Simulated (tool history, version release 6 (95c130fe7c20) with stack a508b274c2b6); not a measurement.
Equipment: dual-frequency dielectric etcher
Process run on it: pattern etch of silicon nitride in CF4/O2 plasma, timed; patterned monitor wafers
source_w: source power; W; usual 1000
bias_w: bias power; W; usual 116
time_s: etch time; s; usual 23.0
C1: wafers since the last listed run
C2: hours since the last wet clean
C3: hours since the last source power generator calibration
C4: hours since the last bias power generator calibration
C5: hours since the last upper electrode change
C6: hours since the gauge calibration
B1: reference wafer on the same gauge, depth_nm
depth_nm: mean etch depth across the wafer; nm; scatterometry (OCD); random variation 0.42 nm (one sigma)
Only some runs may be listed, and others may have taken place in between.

Run 1, day 0.000: usual settings; C1 0; C2 11.4; C3 3155.0; C4 4040.6; C5 2433.5; C6 17.8; B1 84.1. Result: depth_nm 76.7 nm.
Run 2, day 0.533: usual settings; C1 185; C2 24.2; C3 3167.8; C4 4053.4; C5 2446.3; C6 30.6; B1 84.1. Result: depth_nm 76.4 nm.
Run 3, day 0.929: usual settings; C1 137; C2 33.7; C3 3177.3; C4 4062.9; C5 2455.8; C6 40.1; B1 84.0. Result: depth_nm 76.9 nm.
Run 4, day 1.188: usual settings but time_s 28.5 s; C1 89; C2 39.9; C3 3183.5; C4 4069.1; C5 2462.0; C6 46.3; B1 83.8. Result: depth_nm 95.4 nm.
At day 2.579: upper electrode replaced.
At day 3.017: wet clean of the chamber, repeated, since the last time left the tool worse.
Run 5, day 3.038: usual settings; C1 143; C2 0.5; C3 3227.9; C4 4113.5; C5 11.0; C6 90.7; B1 83.8. Result: depth_nm 71.4 nm.
Run 6, day 3.050: usual settings; C1 4; C2 0.8; C3 3228.2; C4 4113.8; C5 11.3; C6 91.0; B1 83.9. Result: depth_nm 72.4 nm.
At day 3.704: bias power generator calibrated.
Run 7, day 3.725: usual settings; C1 177; C2 17.0; C3 3244.4; C4 0.5; C5 27.5; C6 107.2; B1 83.9. Result: depth_nm 71.8 nm.
Run 8, day 3.929: usual settings; C1 71; C2 21.9; C3 3249.3; C4 5.4; C5 32.4; C6 112.1; B1 83.9. Result: depth_nm 71.6 nm.
Run 9, day 4.358: usual settings but source_w 880 W, bias_w 126 W, time_s 18.0 s; C1 149; C2 32.2; C3 3259.6; C4 15.7; C5 42.7; C6 122.4; B1 84.0. Result: depth_nm 53.3 nm.
Run 10, day 4.638: usual settings but bias_w 141 W; C1 97; C2 38.9; C3 3266.3; C4 22.4; C5 49.4; C6 129.1; B1 84.1. Result: depth_nm 76.6 nm.
Run 11, day 5.075: usual settings but bias_w 89 W, time_s 29.0 s; C1 152; C2 49.4; C3 3276.8; C4 32.9; C5 59.9; C6 139.6; B1 84.0. Result: depth_nm 83.8 nm.
Run 12, day 5.354: usual settings; C1 97; C2 56.1; C3 3283.5; C4 39.6; C5 66.6; C6 146.3; B1 84.0. Result: depth_nm 72.5 nm.
Run 13, day 5.779: usual settings but bias_w 136 W; C1 148; C2 66.3; C3 3293.7; C4 49.8; C5 76.8; C6 156.5; B1 83.8. Result: depth_nm 76.8 nm.
Run 14, day 6.400: usual settings; C1 216; C2 81.2; C3 3308.6; C4 64.7; C5 91.7; C6 171.4; B1 83.9. Result: depth_nm 72.8 nm.
Run 15, day 6.671: usual settings but source_w 790 W, bias_w 140 W; C1 94; C2 87.7; C3 3315.1; C4 71.2; C5 98.2; C6 177.9; B1 84.1. Result: depth_nm 66.9 nm.
Run 16, day 7.196: usual settings but source_w 1250 W, time_s 19.0 s; C1 182; C2 100.3; C3 3327.7; C4 83.8; C5 110.8; C6 190.5; B1 83.8. Result: depth_nm 69.4 nm.
Run 17, day 7.696: usual settings but source_w 1230 W, bias_w 133 W, time_s 17.5 s; C1 174; C2 112.3; C3 3339.7; C4 95.8; C5 122.8; C6 202.5; B1 83.9. Result: depth_nm 66.4 nm.
Run 18, day 8.096: usual settings; C1 139; C2 121.9; C3 3349.3; C4 105.4; C5 132.4; C6 212.1; B1 84.0. Result: depth_nm 73.2 nm.
Run 19, day 8.767: usual settings but bias_w 132 W, time_s 16.0 s; C1 233; C2 138.0; C3 3365.4; C4 121.5; C5 148.5; C6 228.2; B1 83.9. Result: depth_nm 52.7 nm.
Run 20, day 9.379: usual settings; C1 213; C2 152.7; C3 3380.1; C4 136.2; C5 163.2; C6 242.9; B1 83.8. Result: depth_nm 73.2 nm.
At day 9.733: source power generator calibrated.
Run 21, day 9.850: usual settings but source_w 930 W, bias_w 88 W, time_s 19.5 s; C1 105; C2 164.0; C3 2.8; C4 147.5; C5 174.5; C6 254.2; B1 84.0. Result: depth_nm 53.9 nm.
Run 22, day 10.538: usual settings but bias_w 100 W, time_s 20.0 s; C1 239; C2 180.5; C3 19.3; C4 164.0; C5 191.0; C6 270.7; B1 84.0. Result: depth_nm 60.5 nm.
At day 10.671: gauge calibrated.
Run 23, day 10.900: usual settings but source_w 910 W, bias_w 134 W, time_s 27.0 s; C1 126; C2 189.2; C3 28.0; C4 172.7; C5 199.7; C6 5.5; B1 83.9. Result: depth_nm 85.3 nm.
Run 24, day 11.617: usual settings but bias_w 139 W; C1 249; C2 206.4; C3 45.2; C4 189.9; C5 216.9; C6 22.7; B1 83.9. Result: depth_nm 78.6 nm.
Run 25, day 12.238: usual settings but source_w 1160 W, bias_w 140 W, time_s 27.0 s; C1 216; C2 221.3; C3 60.1; C4 204.8; C5 231.8; C6 37.6; B1 83.9. Result: depth_nm 101.8 nm.
Run 26, day 12.858: usual settings but bias_w 94 W; C1 216; C2 236.2; C3 75.0; C4 219.7; C5 246.7; C6 52.5; B1 83.9. Result: depth_nm 68.3 nm.
Run 27, day 13.554: usual settings but source_w 1160 W, time_s 25.0 s; C1 242; C2 252.9; C3 91.7; C4 236.4; C5 263.4; C6 69.2; B1 84.0. Result: depth_nm 88.9 nm.
Run 28, day 13.962: usual settings but source_w 1190 W, bias_w 137 W; C1 142; C2 262.7; C3 101.5; C4 246.2; C5 273.2; C6 79.0; B1 83.9. Result: depth_nm 88.0 nm.
Run 29, day 14.600: usual settings; C1 222; C2 278.0; C3 116.8; C4 261.5; C5 288.5; C6 94.3; B1 83.8. Result: depth_nm 73.8 nm.
Run 30, day 15.183: usual settings but source_w 880 W; C1 203; C2 292.0; C3 130.8; C4 275.5; C5 302.5; C6 108.3; B1 83.8. Result: depth_nm 68.7 nm.
Run 31, day 15.588: usual settings but time_s 17.0 s; C1 140; C2 301.7; C3 140.5; C4 285.2; C5 312.2; C6 118.0; B1 83.9. Result: depth_nm 55.2 nm.

For each run, the measured value with the value that run would have given without the tool's hidden condition subtracted. The run-to-run variation is shared by both, the gauge scatter possibly not:
What the log doesn't record here: etch rate over this chamber's usual, %; source power that arrives over what is set, %; bias power that arrives over what is set, %; gauge reads high (%).
run  depth_nm
  1      +4.4
  2      +4.5
  3      +4.6
  4      +5.8
  5      -0.2
  6      -0.3
  7      -0.2
  8      -0.1
  9      -0.1
 10      +0.0
 11      +0.1
 12      +0.2
 13      +0.2
 14      +0.4
 15      +0.4
 16      +0.5
 17      +0.6
 18      +0.8
 19      +0.6
 20      +0.9
 21      +0.8
 22      +1.0
 23      +1.5
 24      +1.5
 25      +2.1
 26      +1.6
 27      +2.2
 28      +2.2
 29      +2.0
 30      +1.9
 31      +1.6
